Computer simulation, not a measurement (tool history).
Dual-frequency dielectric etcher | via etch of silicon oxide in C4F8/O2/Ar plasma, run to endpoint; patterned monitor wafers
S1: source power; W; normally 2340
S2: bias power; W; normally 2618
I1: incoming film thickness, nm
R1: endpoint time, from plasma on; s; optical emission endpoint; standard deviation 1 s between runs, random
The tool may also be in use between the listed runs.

{"run": 1, "hour": 0.0, "S1": 2340, "S2": 2618, "I1": 1250.8, "R1": 231.7}
{"run": 2, "hour": 39.3, "S1": 2340, "S2": 2618, "I1": 1242.5, "R1": 230.7}
{"run": 3, "hour": 95.3, "S1": 2340, "S2": 2618, "I1": 1238.6, "R1": 232.2}
{"run": 4, "hour": 166.2, "S1": 2340, "S2": 2618, "I1": 1256.5, "R1": 235.8}
{"run": 5, "hour": 211.8, "S1": 2340, "S2": 2618, "I1": 1242.7, "R1": 234.3}
{"hour": 283.9, "done": "wet clean of the chamber"}
{"run": 6, "hour": 284.4, "S1": 2340, "S2": 2235, "I1": 1233.3, "R1": 235.6}
{"run": 7, "hour": 345.6, "S1": 2730, "S2": 2618, "I1": 1247.3, "R1": 214.3}
{"run": 8, "hour": 409.0, "S1": 2730, "S2": 2618, "I1": 1240.8, "R1": 214.7}
{"run": 9, "hour": 476.6, "S1": 2730, "S2": 2618, "I1": 1244.1, "R1": 219.1}
{"run": 10, "hour": 689.6, "S1": 2680, "S2": 2618, "I1": 1241.4, "R1": 222.1}
{"run": 11, "hour": 715.6, "S1": 2680, "S2": 2618, "I1": 1236.4, "R1": 219.9}
{"run": 12, "hour": 772.9, "S1": 2340, "S2": 2618, "I1": 1236.4, "R1": 230.8}
{"run": 13, "hour": 803.3, "S1": 2340, "S2": 2618, "I1": 1232.5, "R1": 231.6}
{"run": 14, "hour": 857.8, "S1": 2340, "S2": 2618, "I1": 1240.7, "R1": 235.1}
{"hour": 897.6, "done": "bias power generator calibrated"}
{"hour": 935.6, "done": "wet clean of the chamber"}
{"run": 15, "hour": 936.1, "S1": 2340, "S2": 2914, "I1": 1233, "R1": 218.3}
{"run": 16, "hour": 991.9, "S1": 2340, "S2": 2914, "I1": 1232.9, "R1": 218.7}
{"run": 17, "hour": 1037.5, "S1": 2340, "S2": 3117, "I1": 1239.7, "R1": 219.3}
{"run": 18, "hour": 1063.1, "S1": 2340, "S2": 2618, "I1": 1243.8, "R1": 228.2}
{"run": 19, "hour": 1132.2, "S1": 2340, "S2": 2618, "I1": 1247.7, "R1": 231.3}
{"hour": 1176.2, "done": "source power generator calibrated"}
{"run": 20, "hour": 1186.9, "S1": 2060, "S2": 2911, "I1": 1238.3, "R1": 233.8}
{"run": 21, "hour": 1230.7, "S1": 2660, "S2": 2276, "I1": 1251, "R1": 228.1}
{"run": 22, "hour": 1269.2, "S1": 2340, "S2": 2618, "I1": 1229.6, "R1": 229.3}
{"run": 23, "hour": 1331.4, "S1": 2340, "S2": 2269, "I1": 1244.9, "R1": 241.6}
{"run": 24, "hour": 1370.0, "S1": 2340, "S2": 2618, "I1": 1251.3, "R1": 234.3}
{"run": 25, "hour": 1408.3, "S1": 2030, "S2": 2181, "I1": 1247.4, "R1": 255.9}
{"run": 26, "hour": 1456.0, "S1": 2030, "S2": 3023, "I1": 1237.7, "R1": 235.3}
{"hour": 1496.1, "done": "upper electrode replaced"}
{"run": 27, "hour": 1545.0, "S1": 2140, "S2": 3088, "I1": 1247.8, "R1": 233.6}
{"hour": 1586.2, "done": "wet clean of the chamber"}
{"run": 28, "hour": 1587.5, "S1": 2340, "S2": 2618, "I1": 1244, "R1": 226.1}
{"run": 29, "hour": 1744.9, "S1": 2520, "S2": 3075, "I1": 1247.7, "R1": 214.5}
{"run": 30, "hour": 1801.0, "S1": 2720, "S2": 2122, "I1": 1239.9, "R1": 227.6}
{"run": 31, "hour": 1860.1, "S1": 2730, "S2": 2618, "I1": 1231.3, "R1": 216.4}
{"run": 32, "hour": 1931.6, "S1": 2530, "S2": 2955, "I1": 1236.6, "R1": 217.5}
{"run": 33, "hour": 1993.1, "S1": 2340, "S2": 3117, "I1": 1228.8, "R1": 219.3}
{"run": 34, "hour": 2023.0, "S1": 2690, "S2": 2950, "I1": 1249, "R1": 216.6}
{"run": 35, "hour": 2090.0, "S1": 2560, "S2": 2970, "I1": 1243.3, "R1": 217.8}

Here are 4 independent what-if runs from the current tool condition. What would each one return?
{"run": "A", "hour": 2090.5, "S1": 2870, "S2": 2618, "I1": 1233.2, "R1": "?"}
{"run": "B", "hour": 2090.5, "S1": 1870, "S2": 1964, "I1": 1233.2, "R1": "?"}
{"run": "C", "hour": 2090.5, "S1": 2340, "S2": 2027, "I1": 1233.2, "R1": "?"}
{"run": "D", "hour": 2090.5, "S1": 1820, "S2": 3002, "I1": 1233.2, "R1": "?"}

run=A R1=216.1
run=B R1=268.2
run=C R1=246
run=D R1=246
With the hidden condition removed and each run's random variation left untouched, the same runs would have given:
run=A R1=210.2
run=B R1=260.8
run=C R1=239.2
run=D R1=239.3

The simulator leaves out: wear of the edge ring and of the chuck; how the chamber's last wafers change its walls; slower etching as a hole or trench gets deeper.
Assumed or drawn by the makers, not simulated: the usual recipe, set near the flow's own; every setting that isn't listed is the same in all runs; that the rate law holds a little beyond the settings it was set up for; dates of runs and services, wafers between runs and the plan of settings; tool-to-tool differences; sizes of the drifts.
